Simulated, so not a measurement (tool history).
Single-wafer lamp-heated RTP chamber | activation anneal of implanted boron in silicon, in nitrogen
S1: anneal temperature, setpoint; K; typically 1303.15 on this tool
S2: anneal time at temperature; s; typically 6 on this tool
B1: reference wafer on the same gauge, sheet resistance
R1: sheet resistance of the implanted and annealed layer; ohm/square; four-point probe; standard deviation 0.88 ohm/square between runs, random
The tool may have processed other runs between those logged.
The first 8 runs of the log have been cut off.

run 9 hour=209.0 | S1=1303.15 S2=6 | B1=337.81 | R1=300.77
-- hour=228.0 reflector plate cleaned
run 10 hour=228.5 | S1=1303.15 S2=4 | B1=338.27 | R1=304.71
run 11 hour=241.9 | S1=1303.15 S2=6 | B1=338.18 | R1=301.51
-- hour=262.5 pyrometer window cleaned and pyrometer calibrated
run 12 hour=277.0 | S1=1303.15 S2=6 | B1=338.74 | R1=301.71
run 13 hour=298.1 | S1=1303.15 S2=6 | B1=338.73 | R1=302.47
run 14 hour=365.3 | S1=1303.15 S2=6 | B1=339.69 | R1=304.38
run 15 hour=397.8 | S1=1303.15 S2=6 | B1=339.78 | R1=304.10
run 16 hour=430.9 | S1=1303.15 S2=6 | B1=340.33 | R1=305.09
-- hour=431.7 gauge calibrated
-- hour=443.1 pyrometer window cleaned and pyrometer calibrated
run 17 hour=465.5 | S1=1285.15 S2=9 | B1=331.89 | R1=298.67
run 18 hour=483.2 | S1=1316.15 S2=3 | B1=332.11 | R1=297.86
run 19 hour=496.1 | S1=1323.15 S2=8 | B1=332.29 | R1=294.97
-- hour=520.3 reflector plate cleaned
run 20 hour=520.8 | S1=1303.15 S2=6 | B1=332.57 | R1=296.67
run 21 hour=549.1 | S1=1280.15 S2=9 | B1=333.23 | R1=300.80
run 22 hour=569.8 | S1=1280.15 S2=9 | B1=333.16 | R1=300.88
run 23 hour=598.7 | S1=1312.15 S2=7 | B1=333.54 | R1=296.90
run 24 hour=619.8 | S1=1286.15 S2=9 | B1=333.59 | R1=299.85
-- hour=643.4 pyrometer window cleaned and pyrometer calibrated
run 25 hour=651.3 | S1=1293.15 S2=9 | B1=333.85 | R1=298.37

Predict the results of run 26:
run 26 hour=678.5 | S1=1331.15 S2=8 | B1=? | R1=?

B1: 334.54
R1: 294.56 ohm/square
Were there no unlogged condition in the tool, this run, its random variation unchanged, would have produced R1 292.47 ohm/square.

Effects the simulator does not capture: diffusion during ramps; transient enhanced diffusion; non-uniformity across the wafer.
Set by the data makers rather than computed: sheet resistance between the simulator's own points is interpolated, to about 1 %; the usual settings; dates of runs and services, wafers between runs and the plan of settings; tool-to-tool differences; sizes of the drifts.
